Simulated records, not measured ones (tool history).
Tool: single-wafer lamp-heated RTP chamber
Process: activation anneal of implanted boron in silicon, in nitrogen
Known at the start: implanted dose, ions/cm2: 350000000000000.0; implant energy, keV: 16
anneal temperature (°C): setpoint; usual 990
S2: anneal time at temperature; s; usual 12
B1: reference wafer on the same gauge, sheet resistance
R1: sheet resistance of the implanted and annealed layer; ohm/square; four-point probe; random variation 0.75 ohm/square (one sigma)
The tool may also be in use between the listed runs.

run 1 hour=0.0 | anneal_temperature_(°C)=990 S2=12 | B1=264.99 | R1=262.06
run 2 hour=66.2 | anneal_temperature_(°C)=990 S2=12 | B1=265.10 | R1=261.80
run 3 hour=133.4 | anneal_temperature_(°C)=990 S2=12 | B1=265.08 | R1=261.22
run 4 hour=186.5 | anneal_temperature_(°C)=990 S2=12 | B1=265.05 | R1=260.65
run 5 hour=242.6 | anneal_temperature_(°C)=990 S2=14 | B1=264.86 | R1=260.75
run 6 hour=309.6 | anneal_temperature_(°C)=990 S2=12 | B1=265.21 | R1=260.22
run 7 hour=362.0 | anneal_temperature_(°C)=990 S2=12 | B1=264.99 | R1=262.88
run 8 hour=418.0 | anneal_temperature_(°C)=990 S2=12 | B1=265.15 | R1=261.35
-- hour=433.1 reflector plate cleaned
run 9 hour=452.3 | anneal_temperature_(°C)=990 S2=12 | B1=265.00 | R1=259.95
run 10 hour=497.8 | anneal_temperature_(°C)=997 S2=8 | B1=265.00 | R1=257.93
-- hour=516.9 pyrometer window cleaned and pyrometer calibrated
run 11 hour=640.2 | anneal_temperature_(°C)=999 S2=12 | B1=264.83 | R1=255.53
run 12 hour=697.6 | anneal_temperature_(°C)=999 S2=12 | B1=264.88 | R1=255.26
-- hour=748.8 reflector plate cleaned, repeated, since the last time left the tool worse
run 13 hour=759.9 | anneal_temperature_(°C)=990 S2=12 | B1=264.99 | R1=262.69
run 14 hour=813.0 | anneal_temperature_(°C)=990 S2=12 | B1=265.33 | R1=262.04
run 15 hour=878.0 | anneal_temperature_(°C)=1002 S2=19 | B1=265.05 | R1=257.07
run 16 hour=913.6 | anneal_temperature_(°C)=990 S2=7 | B1=265.04 | R1=264.61
run 17 hour=964.6 | anneal_temperature_(°C)=990 S2=12 | B1=265.02 | R1=262.36
run 18 hour=1025.7 | anneal_temperature_(°C)=982 S2=16 | B1=265.07 | R1=265.69
run 19 hour=1079.0 | anneal_temperature_(°C)=977 S2=15 | B1=265.05 | R1=269.06
run 20 hour=1142.4 | anneal_temperature_(°C)=990 S2=12 | B1=265.20 | R1=262.56
run 21 hour=1167.0 | anneal_temperature_(°C)=1013 S2=7 | B1=265.33 | R1=257.04
-- hour=1213.7 gauge calibrated
-- hour=1309.5 reflector plate cleaned
run 22 hour=1310.0 | anneal_temperature_(°C)=977 S2=18 | B1=264.84 | R1=270.19
run 23 hour=1372.6 | anneal_temperature_(°C)=966 S2=14 | B1=265.08 | R1=283.61
run 24 hour=1440.9 | anneal_temperature_(°C)=981 S2=15 | B1=264.98 | R1=267.04
run 25 hour=1475.9 | anneal_temperature_(°C)=999 S2=18 | B1=264.88 | R1=257.18
run 26 hour=1508.4 | anneal_temperature_(°C)=1007 S2=14 | B1=264.98 | R1=254.15
run 27 hour=1568.1 | anneal_temperature_(°C)=973 S2=18 | B1=265.29 | R1=271.09
run 28 hour=1598.2 | anneal_temperature_(°C)=968 S2=7 | B1=265.19 | R1=285.58
run 29 hour=1641.5 | anneal_temperature_(°C)=990 S2=12 | B1=264.94 | R1=260.29

Forecast each of these 3 alternatives for the next run:
run A hour=1641.9 | anneal_temperature_(°C)=990 S2=6 | B1=? | R1=?
run B hour=1641.9 | anneal_temperature_(°C)=977 S2=12 | B1=? | R1=?
run C hour=1641.9 | anneal_temperature_(°C)=960 S2=8 | B1=? | R1=?

run=A B1=264.97 R1=262.69
run=B B1=264.97 R1=268.55
run=C B1=264.97 R1=295.29
Without the tool's hidden state the same runs would have given:
run=A R1=264.81
run=B R1=271.85
run=C R1=302.46
